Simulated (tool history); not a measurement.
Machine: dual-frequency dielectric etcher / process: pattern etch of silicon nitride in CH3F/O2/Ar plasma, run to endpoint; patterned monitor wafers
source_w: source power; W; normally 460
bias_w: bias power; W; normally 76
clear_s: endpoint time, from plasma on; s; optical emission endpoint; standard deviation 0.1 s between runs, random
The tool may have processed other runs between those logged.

run   hour  source_w  bias_w  wafers since the last listed run  hours since the last wet clean  hours since the last source power generator calibration  hours since the last bias power generator calibration  hours since the last upper electrode change  incoming incoming film thickness, nm  clear_s
  1      0       460      76                                 0                           440.9                                                   1751.4                                                 5258.3                                       1961.7                                 25.47     35.6
  2     14       460      76                               238                           454.9                                                   1765.4                                                 5272.3                                       1975.7                                 25.54     35.6
  3   20.7       460      76                               114                           461.6                                                   1772.1                                                   5279                                       1982.4                                 25.63     35.8
  4   34.5       460      76                               234                           475.4                                                   1785.9                                                 5292.8                                       1996.2                                 25.85     36.2
  5   47.9       460      76                               228                           488.8                                                   1799.3                                                 5306.2                                       2009.6                                 25.35     35.6
  6   61.5       460      76                               231                           502.4                                                   1812.9                                                 5319.8                                       2023.2                                 25.65     36.2
  7   71.2       460      76                               165                           512.1                                                   1822.6                                                 5329.5                                       2032.9                                 25.61     35.9
     105.1  -- upper electrode replaced
  8  105.6       460      76                               177                           546.5                                                     1857                                                 5363.9                                          0.5                                 25.49       36
  9    106       460      76                                 6                           546.9                                                   1857.4                                                 5364.3                                          0.9                                 25.68     36.2
 10  106.3       460      76                                 5                           547.2                                                   1857.7                                                 5364.6                                          1.2                                 25.55       36
 11  114.4       370      69                               137                           555.3                                                   1865.8                                                 5372.7                                          9.3                                 25.69     38.6
     129.2  -- bias power generator calibrated
     144.2  -- wet clean of the chamber
 12  144.7       460      76                               192                             0.5                                                   1896.1                                                   15.5                                         39.6                                  25.6     33.8
 13  145.1       410      90                                 6                             0.9                                                   1896.5                                                   15.9                                           40                                  25.7     33.7
       156  -- source power generator calibrated
 14  156.5       460      60                               125                            12.3                                                      0.5                                                   27.3                                         51.4                                 25.58     35.3
 15  167.3       530      94                               183                            23.1                                                     11.3                                                   38.1                                         62.2                                 25.55     31.4
 16    176       530      76                               148                            31.8                                                       20                                                   46.8                                         70.9                                 25.59       33
 17  190.2       340      57                               241                              46                                                     34.2                                                     61                                         85.1                                 25.66     38.4
 18  226.1       460      58                               611                            81.9                                                     70.1                                                   96.9                                          121                                 25.64     36.1

Forecast each of these 4 alternatives for the next run:
  A  226.5       460      76                                 6                            82.3                                                     70.5                                                   97.3                                        121.4                                 25.69        ?
  B  226.5       390      94                                 6                            82.3                                                     70.5                                                   97.3                                        121.4                                 25.69        ?
  C  226.5       420      67                                 6                            82.3                                                     70.5                                                   97.3                                        121.4                                 25.69        ?
  D  226.5       380      90                                 6                            82.3                                                     70.5                                                   97.3                                        121.4                                 25.69        ?

run  clear_s
  A     34.2
  B     33.8
  C     35.7
  D     34.3
With the hidden condition removed and each run's random variation left untouched, the same runs would have given:
run  clear_s
  A     34.1
  B     33.7
  C     35.6
  D     34.2
